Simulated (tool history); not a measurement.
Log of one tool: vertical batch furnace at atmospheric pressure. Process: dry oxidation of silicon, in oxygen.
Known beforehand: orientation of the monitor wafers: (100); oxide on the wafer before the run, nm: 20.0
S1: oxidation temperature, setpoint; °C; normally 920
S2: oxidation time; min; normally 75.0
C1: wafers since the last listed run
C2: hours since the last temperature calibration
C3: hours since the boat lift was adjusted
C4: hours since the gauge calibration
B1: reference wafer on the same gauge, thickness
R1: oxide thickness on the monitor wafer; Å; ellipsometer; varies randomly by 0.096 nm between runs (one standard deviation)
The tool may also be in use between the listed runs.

run	hour	S1	S2	C1	C2	C3	C4	B1	R1
1	0.0	920	101.5	0	3045.5	2480.0	1583.7	34.30	427.9
# hour 1.8: gauge calibrated
2	50.4	920	101.5	472	3095.9	2530.4	48.6	34.28	427.8
3	96.1	908	75.0	428	3141.6	2576.1	94.3	34.30	347.8
4	152.5	920	93.0	528	3198.0	2632.5	150.7	34.29	410.1
5	214.9	920	75.0	584	3260.4	2694.9	213.1	34.29	373.6
6	241.9	920	75.0	252	3287.4	2721.9	240.1	34.28	374.1
7	303.0	920	75.0	572	3348.5	2783.0	301.2	34.31	371.1
8	350.3	920	75.0	443	3395.8	2830.3	348.5	34.31	371.4
9	388.0	920	75.0	353	3433.5	2868.0	386.2	34.30	371.3
10	456.7	920	75.0	643	3502.2	2936.7	454.9	34.29	372.9
11	481.0	920	75.0	227	3526.5	2961.0	479.2	34.31	371.9
12	509.8	920	75.0	269	3555.3	2989.8	508.0	34.27	371.5
13	546.7	920	75.0	345	3592.2	3026.7	544.9	34.32	372.4
14	587.6	920	75.0	383	3633.1	3067.6	585.8	34.29	372.0
15	621.0	920	75.0	312	3666.5	3101.0	619.2	34.28	371.0
16	650.4	920	75.0	275	3695.9	3130.4	648.6	34.32	370.9
17	703.1	932	89.0	493	3748.6	3183.1	701.3	34.31	435.8
18	763.4	909	45.0	564	3808.9	3243.4	761.6	34.29	292.4
19	942.5	920	75.0	1678	3988.0	3422.5	940.7	34.31	369.7
20	1003.1	907	93.5	567	4048.6	3483.1	1001.3	34.28	372.1
21	1027.3	940	101.0	226	4072.8	3507.3	1025.5	34.31	488.9
22	1086.1	940	64.0	550	4131.6	3566.1	1084.3	34.31	392.6
23	1126.0	920	75.0	373	4171.5	3606.0	1124.2	34.28	368.9
24	1164.7	920	75.0	362	4210.2	3644.7	1162.9	34.30	368.8
# hour 1204.6: boat lift adjusted
25	1215.4	927	111.0	250	4260.9	10.8	1213.6	34.30	474.8
26	1366.0	904	52.5	1411	4411.5	161.4	1364.2	34.32	302.0
27	1420.6	920	46.5	511	4466.1	216.0	1418.8	34.32	313.3
# hour 1463.8: thermocouples replaced and temperature profile calibrated
28	1476.7	897	75.0	300	12.9	272.1	1474.9	34.28	327.7
29	1513.3	935	47.0	342	49.5	308.7	1511.5	34.29	339.9
# hour 1547.6: gauge calibrated
30	1563.6	904	52.5	471	99.8	359.0	16.0	34.33	300.5
31	1588.5	920	75.0	233	124.7	383.9	40.9	34.34	376.5
32	1646.9	896	106.5	547	183.1	442.3	99.3	34.31	371.4
33	1700.8	904	52.5	505	237.0	496.2	153.2	34.30	302.4
34	1751.0	920	75.0	470	287.2	546.4	203.4	34.28	376.6
35	1798.4	920	46.5	444	334.6	593.8	250.8	34.31	313.6
36	1849.2	920	61.0	475	385.4	644.6	301.6	34.29	344.8
37	1890.4	913	106.5	386	426.6	685.8	342.8	34.30	420.7
38	1929.2	913	106.5	363	465.4	724.6	381.6	34.31	417.7
39	2036.4	929	75.0	1004	572.6	831.8	488.8	34.32	398.8

Results for each run, recomputed without the tool's hidden state and with each run's random variation untouched:
Unlogged tool condition in this case: true tube temperature minus thermocouple reading, K; monitor wafer colder than the profiled boat position, K; gauge reads high (%).
run	R1
1	433.7
2	433.9
3	351.9
4	416.1
5	378.7
6	379.3
7	376.6
8	377.0
9	377.1
10	379.0
11	378.0
12	377.8
13	378.8
14	378.6
15	377.7
16	377.8
17	445.2
18	296.4
19	377.8
20	380.7
21	502.0
22	401.8
23	377.8
24	377.8
25	478.0
26	303.2
27	314.6
28	329.2
29	341.5
30	301.8
31	378.7
32	373.6
33	303.7
34	378.8
35	315.1
36	346.7
37	423.7
38	420.6
39	401.5
